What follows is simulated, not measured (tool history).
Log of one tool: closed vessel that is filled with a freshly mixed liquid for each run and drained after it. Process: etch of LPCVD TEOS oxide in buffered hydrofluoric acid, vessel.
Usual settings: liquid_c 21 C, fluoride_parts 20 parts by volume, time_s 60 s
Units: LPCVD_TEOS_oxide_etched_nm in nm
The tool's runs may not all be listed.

| run | hour | liquid_c | fluoride_parts | time_s | read-back film thickness of the LPCVD TEOS oxide reference wafer, read on the same gauge (nm) | LPCVD_TEOS_oxide_etched_nm |
|---|---|---|---|---|---|---|
| 1 | 0 | 21 | 24.5 | 60 | 70.04 | 40.71 |
| 2 | 85.5 | 21 | 24.5 | 60 | 70 | 39.39 |
| 3 | 191.4 | 21 | 24.5 | 60 | 70.02 | 39.66 |
| 4 | 270.5 | 21 | 20 | 60 | 69.95 | 45.96 |
| 5 | 344.1 | 21 | 20 | 60 | 70.02 | 45.54 |
| 6 | 403.5 | 23.5 | 22.5 | 60 | 69.99 | 48.45 |
|  | 427.9 | hydrofluoric acid flow meter replaced |
| 7 | 481.1 | 21 | 20 | 60 | 70 | 49.02 |
|  | 525.3 | thermometer replaced |
| 8 | 527.6 | 21 | 20 | 60 | 69.98 | 45.82 |
|  | 528.7 | gauge calibrated |
| 9 | 565.3 | 21 | 20 | 60 | 70.02 | 45.5 |
| 10 | 664.9 | 21 | 20 | 60 | 69.98 | 45.75 |
| 11 | 718.4 | 21 | 20 | 60 | 70.01 | 46.13 |
| 12 | 758.2 | 21 | 20 | 60 | 70.02 | 45.34 |
| 13 | 859.5 | 21 | 13 | 35 | 69.96 | 40.01 |
| 14 | 897.4 | 17 | 26.5 | 45 | 70.06 | 22.48 |
| 15 | 997.9 | 21 | 13 | 35 | 70.01 | 39.06 |
| 16 | 1081.5 | 25 | 26 | 60 | 70.05 | 46.21 |
| 17 | 1147.4 | 25.5 | 23 | 60 | 70.02 | 51.74 |
| 18 | 1234.3 | 21 | 20 | 60 | 69.97 | 44.87 |
|  | 1269.6 | hydrofluoric acid flow meter replaced |
| 19 | 1318.5 | 25 | 13 | 30 | 69.99 | 46.5 |
| 20 | 1362.6 | 21 | 20 | 60 | 70.04 | 48.87 |
| 21 | 1454.4 | 17 | 12.5 | 60 | 69.95 | 62.08 |
| 22 | 1553 | 23.5 | 20 | 60 | 69.99 | 54.9 |
|  | 1580.2 | thermometer replaced |
| 23 | 1667.7 | 24 | 27 | 35 | 69.97 | 24.36 |
| 24 | 1715.3 | 19 | 24 | 30 | 69.97 | 17.17 |

What the log doesn't show, run by run:
gauge reads high (%): 0 in every run
H1: liquid hotter than its thermometer reads (K)
H2: hydrofluoric acid flow below the setpoint (%)
| run | H1 | H2 |
|---|---|---|
| 1 | 0.884 | 4.88 |
| 2 | 1.04 | 6.21 |
| 3 | 1.22 | 7.86 |
| 4 | 1.36 | 9.09 |
| 5 | 1.49 | 10.2 |
| 6 | 1.6 | 11.2 |
| 7 | 1.74 | 1.15 |
| 8 | 0.205 | 1.87 |
| 9 | 0.271 | 2.46 |
| 10 | 0.448 | 4.01 |
| 11 | 0.543 | 4.84 |
| 12 | 0.614 | 5.46 |
| 13 | 0.793 | 7.03 |
| 14 | 0.86 | 7.62 |
| 15 | 1.04 | 9.18 |
| 16 | 1.19 | 10.5 |
| 17 | 1.3 | 11.5 |
| 18 | 1.46 | 12.9 |
| 19 | 1.61 | 2.25 |
| 20 | 1.69 | 2.93 |
| 21 | 1.85 | 4.36 |
| 22 | 2.02 | 5.89 |
| 23 | 0.161 | 7.67 |
| 24 | 0.245 | 8.41 |
